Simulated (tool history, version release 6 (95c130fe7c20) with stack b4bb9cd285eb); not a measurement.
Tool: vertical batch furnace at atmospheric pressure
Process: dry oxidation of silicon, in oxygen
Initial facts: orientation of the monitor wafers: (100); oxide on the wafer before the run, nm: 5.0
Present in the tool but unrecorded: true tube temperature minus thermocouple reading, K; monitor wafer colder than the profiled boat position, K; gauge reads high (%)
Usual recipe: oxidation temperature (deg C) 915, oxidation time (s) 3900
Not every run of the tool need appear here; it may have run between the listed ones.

| run | hour | oxidation temperature (deg C) | oxidation time (s) | wafers since the last listed run | hours since the last temperature calibration | hours since the boat lift was adjusted | hours since the gauge calibration | read-back reference wafer on the same gauge, thickness | oxide thickness on the monitor wafer (Å) |
|---|---|---|---|---|---|---|---|---|---|
| 1 | 0 | 932 | 2790 | 0 | 1638.3 | 2416.5 | 65.5 | 24.3 | 268.3 |
| 2 | 7 | 923 | 2820 | 57 | 1645.3 | 2423.5 | 72.5 | 24.31 | 249.3 |
| 3 | 20.2 | 923 | 2820 | 107 | 1658.5 | 2436.7 | 85.7 | 24.3 | 249.5 |
| 4 | 32.8 | 915 | 3900 | 103 | 1671.1 | 2449.3 | 98.3 | 24.3 | 282.8 |
| 5 | 44.4 | 915 | 3900 | 94 | 1682.7 | 2460.9 | 109.9 | 24.3 | 283.5 |
| 6 | 54.3 | 905 | 3900 | 80 | 1692.6 | 2470.8 | 119.8 | 24.3 | 259.2 |
| 7 | 72.5 | 905 | 3900 | 148 | 1710.8 | 2489 | 138 | 24.3 | 259.1 |
| 8 | 80.9 | 904 | 3900 | 68 | 1719.2 | 2497.4 | 146.4 | 24.3 | 257.6 |

The next listed run, before its measurement:
|  | 88.2 | gauge calibrated |
|  | 130.1 | thermocouples replaced and temperature profile calibrated |
|  | 145.2 | boat lift adjusted |
| 9 | 145.7 | 907 | 2910 | 210 | 15.6 | 0.5 | 57.5 | ? | ? |

read-back reference wafer on the same gauge, thickness: 24.29
oxide thickness on the monitor wafer (Å): 211.6
With the hidden condition absent and the run-to-run variation left alone, this run would have shown oxide thickness on the monitor wafer (Å) 211.6.
